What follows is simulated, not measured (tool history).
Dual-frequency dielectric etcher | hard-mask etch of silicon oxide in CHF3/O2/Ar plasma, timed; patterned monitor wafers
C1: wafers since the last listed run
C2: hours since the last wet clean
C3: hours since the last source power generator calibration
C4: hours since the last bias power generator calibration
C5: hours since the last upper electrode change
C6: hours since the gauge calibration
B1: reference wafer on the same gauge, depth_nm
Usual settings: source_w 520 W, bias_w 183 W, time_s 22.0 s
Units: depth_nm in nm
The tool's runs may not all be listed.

{"run": 1, "hour": 0.0, "source_w": 520, "bias_w": 183, "time_s": 22.0, "C1": 0, "C2": 287.1, "C3": 1294.3, "C4": 1698.9, "C5": 4582.0, "C6": 364.1, "B1": 40.46, "depth_nm": 36.46}
{"run": 2, "hour": 13.3, "source_w": 520, "bias_w": 183, "time_s": 22.0, "C1": 212, "C2": 300.4, "C3": 1307.6, "C4": 1712.2, "C5": 4595.3, "C6": 377.4, "B1": 40.55, "depth_nm": 36.33}
{"run": 3, "hour": 25.4, "source_w": 520, "bias_w": 183, "time_s": 22.0, "C1": 193, "C2": 312.5, "C3": 1319.7, "C4": 1724.3, "C5": 4607.4, "C6": 389.5, "B1": 40.49, "depth_nm": 36.49}
{"run": 4, "hour": 37.6, "source_w": 520, "bias_w": 162, "time_s": 23.5, "C1": 194, "C2": 324.7, "C3": 1331.9, "C4": 1736.5, "C5": 4619.6, "C6": 401.7, "B1": 40.47, "depth_nm": 37.83}
{"run": 5, "hour": 55.5, "source_w": 520, "bias_w": 162, "time_s": 23.5, "C1": 285, "C2": 342.6, "C3": 1349.8, "C4": 1754.4, "C5": 4637.5, "C6": 419.6, "B1": 40.49, "depth_nm": 37.86}
{"run": 6, "hour": 102.1, "source_w": 520, "bias_w": 183, "time_s": 22.0, "C1": 743, "C2": 389.2, "C3": 1396.4, "C4": 1801.0, "C5": 4684.1, "C6": 466.2, "B1": 40.53, "depth_nm": 36.6}
{"run": 7, "hour": 115.4, "source_w": 520, "bias_w": 183, "time_s": 22.0, "C1": 212, "C2": 402.5, "C3": 1409.7, "C4": 1814.3, "C5": 4697.4, "C6": 479.5, "B1": 40.55, "depth_nm": 37.02}
{"run": 8, "hour": 133.1, "source_w": 520, "bias_w": 183, "time_s": 22.0, "C1": 282, "C2": 420.2, "C3": 1427.4, "C4": 1832.0, "C5": 4715.1, "C6": 497.2, "B1": 40.48, "depth_nm": 36.85}
{"run": 9, "hour": 141.1, "source_w": 520, "bias_w": 183, "time_s": 26.0, "C1": 127, "C2": 428.2, "C3": 1435.4, "C4": 1840.0, "C5": 4723.1, "C6": 505.2, "B1": 40.54, "depth_nm": 44.0}
{"run": 10, "hour": 156.3, "source_w": 520, "bias_w": 183, "time_s": 26.0, "C1": 242, "C2": 443.4, "C3": 1450.6, "C4": 1855.2, "C5": 4738.3, "C6": 520.4, "B1": 40.48, "depth_nm": 43.69}
{"run": 11, "hour": 164.1, "source_w": 520, "bias_w": 183, "time_s": 22.0, "C1": 124, "C2": 451.2, "C3": 1458.4, "C4": 1863.0, "C5": 4746.1, "C6": 528.2, "B1": 40.51, "depth_nm": 36.65}
{"run": 12, "hour": 176.5, "source_w": 520, "bias_w": 183, "time_s": 19.5, "C1": 197, "C2": 463.6, "C3": 1470.8, "C4": 1875.4, "C5": 4758.5, "C6": 540.6, "B1": 40.55, "depth_nm": 32.56}
{"run": 13, "hour": 188.4, "source_w": 520, "bias_w": 183, "time_s": 19.5, "C1": 189, "C2": 475.5, "C3": 1482.7, "C4": 1887.3, "C5": 4770.4, "C6": 552.5, "B1": 40.45, "depth_nm": 32.82}
{"hour": 208.2, "done": "gauge calibrated"}
{"run": 14, "hour": 230.8, "source_w": 520, "bias_w": 183, "time_s": 19.5, "C1": 676, "C2": 517.9, "C3": 1525.1, "C4": 1929.7, "C5": 4812.8, "C6": 22.6, "B1": 40.52, "depth_nm": 33.27}
{"hour": 261.0, "done": "bias power generator calibrated"}
{"hour": 263.1, "done": "wet clean of the chamber"}
{"hour": 276.3, "done": "upper electrode replaced, of another model than before"}
{"run": 15, "hour": 276.8, "source_w": 520, "bias_w": 183, "time_s": 22.0, "C1": 425, "C2": 13.7, "C3": 1571.1, "C4": 15.8, "C5": 0.5, "C6": 68.6, "B1": 40.47, "depth_nm": 35.49}
{"run": 16, "hour": 277.1, "source_w": 520, "bias_w": 161, "time_s": 22.0, "C1": 4, "C2": 14.0, "C3": 1571.4, "C4": 16.1, "C5": 0.8, "C6": 68.9, "B1": 40.54, "depth_nm": 34.55}
{"run": 17, "hour": 277.5, "source_w": 520, "bias_w": 183, "time_s": 22.0, "C1": 6, "C2": 14.4, "C3": 1571.8, "C4": 16.5, "C5": 1.2, "C6": 69.3, "B1": 40.5, "depth_nm": 35.41}
{"run": 18, "hour": 277.8, "source_w": 520, "bias_w": 183, "time_s": 26.0, "C1": 4, "C2": 14.7, "C3": 1572.1, "C4": 16.8, "C5": 1.5, "C6": 69.6, "B1": 40.56, "depth_nm": 41.7}
{"run": 19, "hour": 302.4, "source_w": 520, "bias_w": 183, "time_s": 19.5, "C1": 392, "C2": 39.3, "C3": 1596.7, "C4": 41.4, "C5": 26.1, "C6": 94.2, "B1": 40.51, "depth_nm": 31.26}
{"run": 20, "hour": 314.5, "source_w": 430, "bias_w": 221, "time_s": 16.0, "C1": 193, "C2": 51.4, "C3": 1608.8, "C4": 53.5, "C5": 38.2, "C6": 106.3, "B1": 40.48, "depth_nm": 23.74}
{"hour": 320.8, "done": "source power generator calibrated"}
{"run": 21, "hour": 327.5, "source_w": 590, "bias_w": 183, "time_s": 26.5, "C1": 143, "C2": 64.4, "C3": 6.7, "C4": 66.5, "C5": 51.2, "C6": 119.3, "B1": 40.51, "depth_nm": 45.82}
{"run": 22, "hour": 345.0, "source_w": 520, "bias_w": 183, "time_s": 22.0, "C1": 279, "C2": 81.9, "C3": 24.2, "C4": 84.0, "C5": 68.7, "C6": 136.8, "B1": 40.54, "depth_nm": 35.62}
{"run": 23, "hour": 356.0, "source_w": 520, "bias_w": 183, "time_s": 22.0, "C1": 175, "C2": 92.9, "C3": 35.2, "C4": 95.0, "C5": 79.7, "C6": 147.8, "B1": 40.51, "depth_nm": 35.56}
{"run": 24, "hour": 367.2, "source_w": 520, "bias_w": 183, "time_s": 16.0, "C1": 178, "C2": 104.1, "C3": 46.4, "C4": 106.2, "C5": 90.9, "C6": 159.0, "B1": 40.57, "depth_nm": 26.16}
{"run": 25, "hour": 379.5, "source_w": 590, "bias_w": 223, "time_s": 27.5, "C1": 196, "C2": 116.4, "C3": 58.7, "C4": 118.5, "C5": 103.2, "C6": 171.3, "B1": 40.46, "depth_nm": 49.63}
{"run": 26, "hour": 392.2, "source_w": 520, "bias_w": 183, "time_s": 22.0, "C1": 202, "C2": 129.1, "C3": 71.4, "C4": 131.2, "C5": 115.9, "C6": 184.0, "B1": 40.47, "depth_nm": 35.56}
{"run": 27, "hour": 401.6, "source_w": 400, "bias_w": 183, "time_s": 25.5, "C1": 150, "C2": 138.5, "C3": 80.8, "C4": 140.6, "C5": 125.3, "C6": 193.4, "B1": 40.48, "depth_nm": 34.82}
{"run": 28, "hour": 417.2, "source_w": 630, "bias_w": 138, "time_s": 24.0, "C1": 249, "C2": 154.1, "C3": 96.4, "C4": 156.2, "C5": 140.9, "C6": 209.0, "B1": 40.46, "depth_nm": 42.17}
{"run": 29, "hour": 427.1, "source_w": 470, "bias_w": 225, "time_s": 25.5, "C1": 158, "C2": 164.0, "C3": 106.3, "C4": 166.1, "C5": 150.8, "C6": 218.9, "B1": 40.52, "depth_nm": 40.66}
{"run": 30, "hour": 435.8, "source_w": 580, "bias_w": 207, "time_s": 19.5, "C1": 138, "C2": 172.7, "C3": 115.0, "C4": 174.8, "C5": 159.5, "C6": 227.6, "B1": 40.47, "depth_nm": 34.58}
{"run": 31, "hour": 449.7, "source_w": 580, "bias_w": 139, "time_s": 19.5, "C1": 221, "C2": 186.6, "C3": 128.9, "C4": 188.7, "C5": 173.4, "C6": 241.5, "B1": 40.46, "depth_nm": 32.59}

What the log doesn't show, run by run:
source power that arrives over what is set, %: 0 in every run
bias power that arrives over what is set, %: 0 in every run
gauge reads high (%): 0 in every run
H1: etch rate over this chamber's usual, %
run=1 H1=3.4
run=2 H1=3.53
run=3 H1=3.64
run=4 H1=3.75
run=5 H1=3.92
run=6 H1=4.35
run=7 H1=4.48
run=8 H1=4.64
run=9 H1=4.72
run=10 H1=4.86
run=11 H1=4.93
run=12 H1=5.05
run=13 H1=5.16
run=14 H1=5.55
run=15 H1=0.307
run=16 H1=0.309
run=17 H1=0.313
run=18 H1=0.316
run=19 H1=0.545
run=20 H1=0.658
run=21 H1=0.779
run=22 H1=0.942
run=23 H1=1.04
run=24 H1=1.15
run=25 H1=1.26
run=26 H1=1.38
run=27 H1=1.47
run=28 H1=1.61
run=29 H1=1.71
run=30 H1=1.79
run=31 H1=1.92
